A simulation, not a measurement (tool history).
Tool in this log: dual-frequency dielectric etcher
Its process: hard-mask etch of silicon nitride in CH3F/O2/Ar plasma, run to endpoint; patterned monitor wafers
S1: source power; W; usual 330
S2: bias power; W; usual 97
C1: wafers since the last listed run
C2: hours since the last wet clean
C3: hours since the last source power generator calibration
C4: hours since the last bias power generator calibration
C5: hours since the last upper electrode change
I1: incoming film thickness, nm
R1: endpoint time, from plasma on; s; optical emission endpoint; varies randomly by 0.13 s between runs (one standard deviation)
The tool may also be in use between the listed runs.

run 1 day=0 | S1=330 S2=78 | C1=0 C2=363.5 C3=4208.6 C4=2148.9 C5=5075.3 | I1=31.63 | R1=45.7
run 2 day=1.208 | S1=330 S2=97 | C1=340 C2=392.5 C3=4237.6 C4=2177.9 C5=5104.3 | I1=31.45 | R1=43.1
run 3 day=2.575 | S1=330 S2=97 | C1=384 C2=425.3 C3=4270.4 C4=2210.7 C5=5137.1 | I1=31.73 | R1=43.5
run 4 day=3.883 | S1=330 S2=97 | C1=368 C2=456.7 C3=4301.8 C4=2242.1 C5=5168.5 | I1=31.93 | R1=44
run 5 day=4.921 | S1=370 S2=97 | C1=292 C2=481.6 C3=4326.7 C4=2267 C5=5193.4 | I1=31.73 | R1=42.5
run 6 day=5.975 | S1=370 S2=97 | C1=296 C2=506.9 C3=4352 C4=2292.3 C5=5218.7 | I1=32.01 | R1=42.6
run 7 day=6.871 | S1=370 S2=97 | C1=252 C2=528.4 C3=4373.5 C4=2313.8 C5=5240.2 | I1=31.57 | R1=42.4
-- day=9.008 wet clean of the chamber
-- day=10.367 upper electrode replaced
run 8 day=10.388 | S1=330 S2=97 | C1=427 C2=33.1 C3=4457.9 C4=2398.2 C5=0.5 | I1=31.67 | R1=42.9
run 9 day=10.746 | S1=330 S2=97 | C1=100 C2=41.7 C3=4466.5 C4=2406.8 C5=9.1 | I1=31.51 | R1=42.6
run 10 day=11.625 | S1=310 S2=97 | C1=247 C2=62.8 C3=4487.6 C4=2427.9 C5=30.2 | I1=31.84 | R1=43.8
run 11 day=12.421 | S1=310 S2=97 | C1=224 C2=81.9 C3=4506.7 C4=2447 C5=49.3 | I1=31.71 | R1=43.7
run 12 day=13.562 | S1=330 S2=97 | C1=321 C2=109.3 C3=4534.1 C4=2474.4 C5=76.7 | I1=31.64 | R1=43.1
run 13 day=14.683 | S1=360 S2=84 | C1=315 C2=136.2 C3=4561 C4=2501.3 C5=103.6 | I1=31.71 | R1=43.7
-- day=14.858 source power generator calibrated
run 14 day=16.15 | S1=350 S2=90 | C1=366 C2=171.4 C3=31 C4=2536.5 C5=138.8 | I1=31.74 | R1=43.5
run 15 day=16.733 | S1=370 S2=88 | C1=164 C2=185.4 C3=45 C4=2550.5 C5=152.8 | I1=32.01 | R1=43.4
run 16 day=17.879 | S1=330 S2=97 | C1=322 C2=212.9 C3=72.5 C4=2578 C5=180.3 | I1=31.66 | R1=43.2
run 17 day=19.254 | S1=390 S2=113 | C1=387 C2=245.9 C3=105.5 C4=2611 C5=213.3 | I1=31.88 | R1=40
run 18 day=20.454 | S1=400 S2=107 | C1=337 C2=274.7 C3=134.3 C4=2639.8 C5=242.1 | I1=31.59 | R1=39.7
-- day=21.092 bias power generator calibrated
run 19 day=21.658 | S1=360 S2=114 | C1=292 C2=303.6 C3=163.2 C4=13.6 C5=271 | I1=31.88 | R1=40.8
run 20 day=22.983 | S1=330 S2=97 | C1=373 C2=335.4 C3=195 C4=45.4 C5=302.8 | I1=31.85 | R1=43.5
run 21 day=24.092 | S1=360 S2=89 | C1=312 C2=362 C3=221.6 C4=72 C5=329.4 | I1=31.64 | R1=43.2
run 22 day=25.475 | S1=280 S2=89 | C1=389 C2=395.2 C3=254.8 C4=105.2 C5=362.6 | I1=31.5 | R1=45.8
run 23 day=26.246 | S1=330 S2=97 | C1=217 C2=413.7 C3=273.3 C4=123.7 C5=381.1 | I1=31.74 | R1=43.5
run 24 day=29.9 | S1=330 S2=97 | C1=1029 C2=501.4 C3=361 C4=211.4 C5=468.8 | I1=31.96 | R1=43.8

Each row is a separate what-if for the run after 24, all from the same tool condition, not one after another. Results?
run A day=29.917 | S1=330 S2=120 | C1=4 C2=501.8 C3=361.4 C4=211.8 C5=469.2 | I1=31.72 | R1=?
run B day=29.917 | S1=390 S2=84 | C1=4 C2=501.8 C3=361.4 C4=211.8 C5=469.2 | I1=31.72 | R1=?
run C day=29.917 | S1=330 S2=107 | C1=4 C2=501.8 C3=361.4 C4=211.8 C5=469.2 | I1=31.72 | R1=?
run D day=29.917 | S1=270 S2=83 | C1=4 C2=501.8 C3=361.4 C4=211.8 C5=469.2 | I1=31.72 | R1=?

run=A R1=40.9
run=B R1=43.2
run=C R1=42.2
run=D R1=47.3
The same runs, with their run-to-run variation unchanged, on a tool lacking any hidden condition would have given:
run=A R1=40.5
run=B R1=42.7
run=C R1=41.8
run=D R1=46.8
